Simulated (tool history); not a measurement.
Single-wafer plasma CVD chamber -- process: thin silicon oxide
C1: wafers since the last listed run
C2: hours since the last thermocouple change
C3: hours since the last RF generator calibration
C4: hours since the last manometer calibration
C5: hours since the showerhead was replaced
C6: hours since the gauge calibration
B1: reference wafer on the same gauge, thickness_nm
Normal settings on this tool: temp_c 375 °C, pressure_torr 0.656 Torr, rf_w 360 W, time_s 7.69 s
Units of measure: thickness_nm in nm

Run 1, hour 0.0: usual settings but pressure_torr 0.732 Torr; C1 0; C2 794.2; C3 776.2; C4 689.2; C5 4847.4; C6 1432.6; B1 13.282. Result: thickness_nm 14.181 nm.
Run 2, hour 44.3: usual settings but pressure_torr 0.732 Torr; C1 1264; C2 838.5; C3 820.5; C4 733.5; C5 4891.7; C6 1476.9; B1 13.324. Result: thickness_nm 14.236 nm.
Run 3, hour 122.5: usual settings but pressure_torr 0.732 Torr; C1 2231; C2 916.7; C3 898.7; C4 811.7; C5 4969.9; C6 1555.1; B1 13.328. Result: thickness_nm 14.080 nm.
Run 4, hour 200.6: usual settings but time_s 6.89 s; C1 2229; C2 994.8; C3 976.8; C4 889.8; C5 5048.0; C6 1633.2; B1 13.327. Result: thickness_nm 11.467 nm.
Run 5, hour 252.9: usual settings but time_s 6.89 s; C1 1492; C2 1047.1; C3 1029.1; C4 942.1; C5 5100.3; C6 1685.5; B1 13.299. Result: thickness_nm 11.493 nm.
Run 6, hour 353.6: usual settings but time_s 6.89 s; C1 2874; C2 1147.8; C3 1129.8; C4 1042.8; C5 5201.0; C6 1786.2; B1 13.305. Result: thickness_nm 11.349 nm.
Run 7, hour 400.2: usual settings; C1 1330; C2 1194.4; C3 1176.4; C4 1089.4; C5 5247.6; C6 1832.8; B1 13.288. Result: thickness_nm 12.657 nm.
At hour 498.6: gauge calibrated.
At hour 636.7: capacitance manometer re-zeroed and calibrated.
Run 8, hour 704.5: usual settings; C1 8456; C2 1498.7; C3 1480.7; C4 67.8; C5 5551.9; C6 205.9; B1 13.272. Result: thickness_nm 13.114 nm.
Run 9, hour 760.7: usual settings; C1 1604; C2 1554.9; C3 1536.9; C4 124.0; C5 5608.1; C6 262.1; B1 13.280. Result: thickness_nm 13.045 nm.
Run 10, hour 847.5: usual settings; C1 2477; C2 1641.7; C3 1623.7; C4 210.8; C5 5694.9; C6 348.9; B1 13.282. Result: thickness_nm 12.930 nm.
Run 11, hour 938.9: usual settings; C1 2608; C2 1733.1; C3 1715.1; C4 302.2; C5 5786.3; C6 440.3; B1 13.281. Result: thickness_nm 12.971 nm.
Run 12, hour 988.4: usual settings but time_s 8.17 s; C1 1412; C2 1782.6; C3 1764.6; C4 351.7; C5 5835.8; C6 489.8; B1 13.297. Result: thickness_nm 13.704 nm.
Run 13, hour 1095.3: usual settings; C1 3051; C2 1889.5; C3 1871.5; C4 458.6; C5 5942.7; C6 596.7; B1 13.298. Result: thickness_nm 12.987 nm.
Run 14, hour 1181.4: usual settings; C1 2457; C2 1975.6; C3 1957.6; C4 544.7; C5 6028.8; C6 682.8; B1 13.300. Result: thickness_nm 12.957 nm.
At hour 1229.4: thermocouple changed; heater temperature recalibrated.
Run 15, hour 1259.3: usual settings; C1 1995; C2 29.9; C3 2035.5; C4 622.6; C5 6106.7; C6 760.7; B1 13.306. Result: thickness_nm 12.888 nm.
Run 16, hour 1300.4: usual settings; C1 1173; C2 71.0; C3 2076.6; C4 663.7; C5 6147.8; C6 801.8; B1 13.283. Result: thickness_nm 12.779 nm.
Run 17, hour 1394.7: usual settings but temp_c 382 °C, rf_w 295 W, time_s 8.80 s; C1 2691; C2 165.3; C3 2170.9; C4 758.0; C5 6242.1; C6 896.1; B1 13.302. Result: thickness_nm 13.742 nm.
Run 18, hour 1481.1: usual settings but pressure_torr 0.732 Torr; C1 2466; C2 251.7; C3 2257.3; C4 844.4; C5 6328.5; C6 982.5; B1 13.327. Result: thickness_nm 13.927 nm.
Run 19, hour 1520.7: usual settings but temp_c 363 °C, rf_w 395 W; C1 1130; C2 291.3; C3 2296.9; C4 884.0; C5 6368.1; C6 1022.1; B1 13.295. Result: thickness_nm 13.148 nm.
At hour 1541.9: showerhead replaced.
At hour 1571.3: RF generator calibrated.
Run 20, hour 1623.0: usual settings but time_s 6.81 s; C1 2463; C2 393.6; C3 51.7; C4 986.3; C5 81.1; C6 1124.4; B1 13.317. Result: thickness_nm 11.140 nm.
Run 21, hour 1662.2: usual settings but temp_c 364 °C, time_s 6.40 s; C1 1118; C2 432.8; C3 90.9; C4 1025.5; C5 120.3; C6 1163.6; B1 13.283. Result: thickness_nm 10.591 nm.
Run 22, hour 1736.8: usual settings but time_s 6.76 s; C1 2129; C2 507.4; C3 165.5; C4 1100.1; C5 194.9; C6 1238.2; B1 13.303. Result: thickness_nm 11.057 nm.
Run 23, hour 1795.7: usual settings; C1 1681; C2 566.3; C3 224.4; C4 1159.0; C5 253.8; C6 1297.1; B1 13.308. Result: thickness_nm 12.488 nm.
Run 24, hour 1897.0: usual settings but temp_c 365 °C, time_s 8.15 s; C1 2891; C2 667.6; C3 325.7; C4 1260.3; C5 355.1; C6 1398.4; B1 13.336. Result: thickness_nm 13.179 nm.
Run 25, hour 1988.4: usual settings but pressure_torr 0.592 Torr, time_s 6.80 s; C1 2608; C2 759.0; C3 417.1; C4 1351.7; C5 446.5; C6 1489.8; B1 13.305. Result: thickness_nm 10.033 nm.
At hour 2198.1: capacitance manometer re-zeroed and calibrated.
Run 26, hour 2231.4: usual settings but rf_w 315 W; C1 6707; C2 1002.0; C3 660.1; C4 33.3; C5 689.5; C6 1732.8; B1 13.292. Result: thickness_nm 12.610 nm.
Run 27, hour 2285.7: usual settings; C1 1549; C2 1056.3; C3 714.4; C4 87.6; C5 743.8; C6 1787.1; B1 13.297. Result: thickness_nm 12.976 nm.
Run 28, hour 2356.0: usual settings but rf_w 400 W; C1 2006; C2 1126.6; C3 784.7; C4 157.9; C5 814.1; C6 1857.4; B1 13.293. Result: thickness_nm 13.323 nm.
Run 29, hour 2442.8: usual settings; C1 2477; C2 1213.4; C3 871.5; C4 244.7; C5 900.9; C6 1944.2; B1 13.294. Result: thickness_nm 12.972 nm.

A few steps of thickness_nm between consecutive runs. Split each: what settings, incoming material and random variation would produce without the hidden state, and what is left over for the hidden state, along with gauge scatter present in only one of the two compared results (measured, and without hidden state):
The hidden state here: wafer temperature above the value expected at the setpoint (K); delivered RF power above the setpoint (%); true pressure above the setpoint (%); gauge reads high (%).
Run 3 -> 4: pressure_torr 0.732 -> 0.656, time_s 7.69 -> 6.89. thickness_nm -2.613 nm: hidden state -0.015, all else -2.598.
Run 7 -> 8: gauge calibrated, capacitance manometer re-zeroed and calibrated. thickness_nm +0.457 nm: hidden state +0.372, all else +0.085.
Run 24 -> 25: temp_c 365 -> 375, pressure_torr 0.656 -> 0.592, time_s 8.15 -> 6.80. thickness_nm -3.146 nm: hidden state +0.086, all else -3.232.
Run 25 -> 26: pressure_torr 0.592 -> 0.656, rf_w 360 -> 315, time_s 6.80 -> 7.69, capacitance manometer re-zeroed and calibrated. thickness_nm +2.577 nm: hidden state +0.532, all else +2.045.
